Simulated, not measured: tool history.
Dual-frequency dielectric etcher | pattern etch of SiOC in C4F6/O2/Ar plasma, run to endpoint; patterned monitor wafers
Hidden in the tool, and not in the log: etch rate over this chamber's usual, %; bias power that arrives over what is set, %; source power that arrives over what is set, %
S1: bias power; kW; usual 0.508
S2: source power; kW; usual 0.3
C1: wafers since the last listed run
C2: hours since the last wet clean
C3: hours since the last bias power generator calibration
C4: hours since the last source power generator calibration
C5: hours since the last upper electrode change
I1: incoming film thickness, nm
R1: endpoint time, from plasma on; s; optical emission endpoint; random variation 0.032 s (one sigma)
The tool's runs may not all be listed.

{"run": 1, "hour": 0.0, "S1": 0.454, "S2": 0.26, "C1": 0, "C2": 266.9, "C3": 2841.1, "C4": 2949.5, "C5": 3388.1, "I1": 28.04, "R1": 11.3}
{"run": 2, "hour": 57.6, "S1": 0.454, "S2": 0.26, "C1": 663, "C2": 324.5, "C3": 2898.7, "C4": 3007.1, "C5": 3445.7, "I1": 28.11, "R1": 11.3}
{"run": 3, "hour": 117.9, "S1": 0.454, "S2": 0.26, "C1": 694, "C2": 384.8, "C3": 2959, "C4": 3067.4, "C5": 3506, "I1": 28.04, "R1": 11.2}
{"hour": 310.9, "done": "wet clean of the chamber"}
{"run": 4, "hour": 311.4, "S1": 0.508, "S2": 0.3, "C1": 1952, "C2": 0.5, "C3": 3152.5, "C4": 3260.9, "C5": 3699.5, "I1": 28.02, "R1": 10.4}
{"run": 5, "hour": 349.9, "S1": 0.572, "S2": 0.27, "C1": 443, "C2": 39, "C3": 3191, "C4": 3299.4, "C5": 3738, "I1": 28.3, "R1": 10.7}
{"run": 6, "hour": 390.7, "S1": 0.508, "S2": 0.3, "C1": 469, "C2": 79.8, "C3": 3231.8, "C4": 3340.2, "C5": 3778.8, "I1": 28.09, "R1": 10.3}
{"run": 7, "hour": 477.6, "S1": 0.508, "S2": 0.3, "C1": 1001, "C2": 166.7, "C3": 3318.7, "C4": 3427.1, "C5": 3865.7, "I1": 27.86, "R1": 10.2}
{"run": 8, "hour": 561.5, "S1": 0.508, "S2": 0.27, "C1": 966, "C2": 250.6, "C3": 3402.6, "C4": 3511, "C5": 3949.6, "I1": 28.12, "R1": 10.8}
{"run": 9, "hour": 659.2, "S1": 0.508, "S2": 0.27, "C1": 1125, "C2": 348.3, "C3": 3500.3, "C4": 3608.7, "C5": 4047.3, "I1": 28.29, "R1": 10.8}
{"run": 10, "hour": 745.8, "S1": 0.508, "S2": 0.27, "C1": 997, "C2": 434.9, "C3": 3586.9, "C4": 3695.3, "C5": 4133.9, "I1": 28.07, "R1": 10.6}
{"hour": 820.4, "done": "wet clean of the chamber"}
{"run": 11, "hour": 824.2, "S1": 0.473, "S2": 0.27, "C1": 626, "C2": 3.8, "C3": 3665.3, "C4": 3773.7, "C5": 4212.3, "I1": 28.01, "R1": 11}
{"run": 12, "hour": 896.0, "S1": 0.473, "S2": 0.27, "C1": 827, "C2": 75.6, "C3": 3737.1, "C4": 3845.5, "C5": 4284.1, "I1": 28.04, "R1": 11}
{"run": 13, "hour": 966.2, "S1": 0.546, "S2": 0.36, "C1": 808, "C2": 145.8, "C3": 3807.3, "C4": 3915.7, "C5": 4354.3, "I1": 28.03, "R1": 9.2}
{"run": 14, "hour": 1055.1, "S1": 0.546, "S2": 0.36, "C1": 1024, "C2": 234.7, "C3": 3896.2, "C4": 4004.6, "C5": 4443.2, "I1": 28.35, "R1": 9.3}
{"hour": 1094.7, "done": "source power generator calibrated"}
{"hour": 1105.7, "done": "upper electrode replaced"}
{"run": 15, "hour": 1133.3, "S1": 0.575, "S2": 0.22, "C1": 727, "C2": 312.9, "C3": 3974.4, "C4": 38.6, "C5": 27.6, "I1": 28.2, "R1": 11.8}
{"run": 16, "hour": 1204.8, "S1": 0.508, "S2": 0.25, "C1": 823, "C2": 384.4, "C3": 4045.9, "C4": 110.1, "C5": 99.1, "I1": 28.17, "R1": 11.3}
{"hour": 1310.7, "done": "wet clean of the chamber"}
{"hour": 1317.4, "done": "bias power generator calibrated"}
{"run": 17, "hour": 1452.5, "S1": 0.472, "S2": 0.3, "C1": 2530, "C2": 141.8, "C3": 135.1, "C4": 357.8, "C5": 346.8, "I1": 27.95, "R1": 10.6}
{"run": 18, "hour": 1523.2, "S1": 0.429, "S2": 0.3, "C1": 814, "C2": 212.5, "C3": 205.8, "C4": 428.5, "C5": 417.5, "I1": 27.76, "R1": 10.6}
{"run": 19, "hour": 1622.8, "S1": 0.508, "S2": 0.3, "C1": 1147, "C2": 312.1, "C3": 305.4, "C4": 528.1, "C5": 517.1, "I1": 28.34, "R1": 10.4}
{"run": 20, "hour": 1660.2, "S1": 0.448, "S2": 0.25, "C1": 430, "C2": 349.5, "C3": 342.8, "C4": 565.5, "C5": 554.5, "I1": 27.82, "R1": 11.5}
{"run": 21, "hour": 1706.4, "S1": 0.508, "S2": 0.3, "C1": 532, "C2": 395.7, "C3": 389, "C4": 611.7, "C5": 600.7, "I1": 27.88, "R1": 10.1}
{"run": 22, "hour": 1802.9, "S1": 0.462, "S2": 0.24, "C1": 1111, "C2": 492.2, "C3": 485.5, "C4": 708.2, "C5": 697.2, "I1": 28.18, "R1": 11.6}
{"run": 23, "hour": 1907.4, "S1": 0.508, "S2": 0.3, "C1": 1203, "C2": 596.7, "C3": 590, "C4": 812.7, "C5": 801.7, "I1": 28.12, "R1": 10}
{"hour": 1943.2, "done": "wet clean of the chamber"}
{"run": 24, "hour": 1984.0, "S1": 0.508, "S2": 0.26, "C1": 605, "C2": 40.8, "C3": 666.6, "C4": 889.3, "C5": 878.3, "I1": 27.91, "R1": 11.2}
{"run": 25, "hour": 2022.2, "S1": 0.4, "S2": 0.3, "C1": 440, "C2": 79, "C3": 704.8, "C4": 927.5, "C5": 916.5, "I1": 28.17, "R1": 11.1}
{"run": 26, "hour": 2106.0, "S1": 0.508, "S2": 0.3, "C1": 965, "C2": 162.8, "C3": 788.6, "C4": 1011.3, "C5": 1000.3, "I1": 28.35, "R1": 10.4}
{"run": 27, "hour": 2195.3, "S1": 0.544, "S2": 0.24, "C1": 1028, "C2": 252.1, "C3": 877.9, "C4": 1100.6, "C5": 1089.6, "I1": 28.09, "R1": 11.4}
{"run": 28, "hour": 2245.3, "S1": 0.508, "S2": 0.22, "C1": 575, "C2": 302.1, "C3": 927.9, "C4": 1150.6, "C5": 1139.6, "I1": 28.04, "R1": 12}
{"run": 29, "hour": 2352.0, "S1": 0.416, "S2": 0.35, "C1": 1229, "C2": 408.8, "C3": 1034.6, "C4": 1257.3, "C5": 1246.3, "I1": 27.92, "R1": 9.9}

Measured less the same run without the tool's hidden state. The same run-to-run variation is in both; the gauge's scatter may not be:
run=1 R1=-0.4
run=2 R1=-0.4
run=3 R1=-0.4
run=4 R1=-0.1
run=5 R1=-0.2
run=6 R1=-0.3
run=7 R1=-0.3
run=8 R1=-0.3
run=9 R1=-0.4
run=10 R1=-0.5
run=11 R1=-0.3
run=12 R1=-0.3
run=13 R1=-0.3
run=14 R1=-0.3
run=15 R1=-0.4
run=16 R1=-0.4
run=17 R1=-0.1
run=18 R1=-0.3
run=19 R1=-0.3
run=20 R1=-0.4
run=21 R1=-0.4
run=22 R1=-0.5
run=23 R1=-0.6
run=24 R1=-0.1
run=25 R1=-0.2
run=26 R1=-0.3
run=27 R1=-0.3
run=28 R1=-0.4
run=29 R1=-0.4

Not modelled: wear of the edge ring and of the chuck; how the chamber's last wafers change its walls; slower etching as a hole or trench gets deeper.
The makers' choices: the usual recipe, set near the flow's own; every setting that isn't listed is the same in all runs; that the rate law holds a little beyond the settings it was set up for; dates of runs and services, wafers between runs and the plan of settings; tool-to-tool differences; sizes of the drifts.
